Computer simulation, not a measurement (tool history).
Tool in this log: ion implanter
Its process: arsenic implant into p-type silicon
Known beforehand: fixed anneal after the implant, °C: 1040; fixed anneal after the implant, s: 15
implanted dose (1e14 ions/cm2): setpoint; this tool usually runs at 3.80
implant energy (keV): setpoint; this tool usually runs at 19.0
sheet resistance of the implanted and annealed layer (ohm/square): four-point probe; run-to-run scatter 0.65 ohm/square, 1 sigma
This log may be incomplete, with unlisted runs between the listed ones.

| run | hour | implanted dose (1e14 ions/cm2) | implant energy (keV) | read-back reference wafer on the same gauge, sheet resistance | sheet resistance of the implanted and annealed layer (ohm/square) |
|---|---|---|---|---|---|
| 1 | 0.0 | 3.11 | 19.0 | 216.94 | 303.08 |
| 2 | 35.1 | 3.11 | 19.0 | 217.14 | 301.19 |
| 3 | 55.9 | 4.38 | 19.0 | 216.78 | 233.09 |
| 4 | 104.3 | 4.38 | 19.0 | 216.94 | 231.92 |
| 5 | 124.7 | 4.38 | 19.0 | 216.93 | 230.79 |
| 6 | 145.5 | 3.80 | 24.0 | 216.98 | 251.01 |
| 7 | 177.0 | 3.80 | 24.0 | 217.20 | 250.61 |
| 8 | 204.1 | 3.80 | 19.0 | 216.97 | 256.44 |
|  | 211.8 | gauge calibrated |
| 9 | 230.6 | 4.29 | 19.0 | 217.18 | 234.35 |
| 10 | 257.9 | 3.80 | 19.0 | 217.22 | 256.59 |
|  | 278.3 | Faraday cup replaced and dose calibrated |
| 11 | 293.4 | 3.80 | 19.0 | 217.15 | 260.50 |
| 12 | 317.4 | 3.80 | 19.0 | 217.18 | 259.63 |
| 13 | 342.7 | 4.38 | 19.0 | 216.95 | 234.47 |
| 14 | 376.1 | 3.80 | 19.0 | 217.15 | 260.21 |
| 15 | 389.0 | 3.46 | 25.5 | 217.06 | 268.38 |
| 16 | 402.4 | 4.94 | 16.0 | 217.03 | 217.26 |
| 17 | 438.4 | 3.80 | 23.0 | 217.04 | 253.19 |
| 18 | 456.3 | 3.80 | 19.0 | 216.82 | 260.20 |
|  | 490.2 | extraction supply calibrated |
| 19 | 490.7 | 4.60 | 19.0 | 217.11 | 224.60 |
| 20 | 574.4 | 3.23 | 25.0 | 216.95 | 283.68 |
| 21 | 596.5 | 4.67 | 13.5 | 216.96 | 230.47 |
| 22 | 615.9 | 4.09 | 15.5 | 216.92 | 250.33 |
| 23 | 629.8 | 4.62 | 15.0 | 217.09 | 230.14 |
| 24 | 647.4 | 3.80 | 19.0 | 216.81 | 257.93 |

Each row is a separate what-if for the run after 24, all from the same tool condition, not one after another. Results?
| A | 647.8 | 3.80 | 19.0 | ? | ? |
| B | 647.8 | 3.28 | 19.0 | ? | ? |
| C | 647.8 | 4.91 | 13.5 | ? | ? |
| D | 647.8 | 3.80 | 14.0 | ? | ? |
| E | 647.8 | 3.80 | 13.5 | ? | ? |

| run | read-back reference wafer on the same gauge, sheet resistance | sheet resistance of the implanted and annealed layer (ohm/square) |
|---|---|---|
| A | 217.08 | 259.57 |
| B | 217.08 | 290.23 |
| C | 217.08 | 221.94 |
| D | 217.08 | 268.14 |
| E | 217.08 | 269.03 |
With no hidden state in the tool, these same runs would have given:
| run | sheet resistance of the implanted and annealed layer (ohm/square) |
|---|---|
| A | 261.43 |
| B | 292.31 |
| C | 223.50 |
| D | 270.05 |
| E | 270.95 |

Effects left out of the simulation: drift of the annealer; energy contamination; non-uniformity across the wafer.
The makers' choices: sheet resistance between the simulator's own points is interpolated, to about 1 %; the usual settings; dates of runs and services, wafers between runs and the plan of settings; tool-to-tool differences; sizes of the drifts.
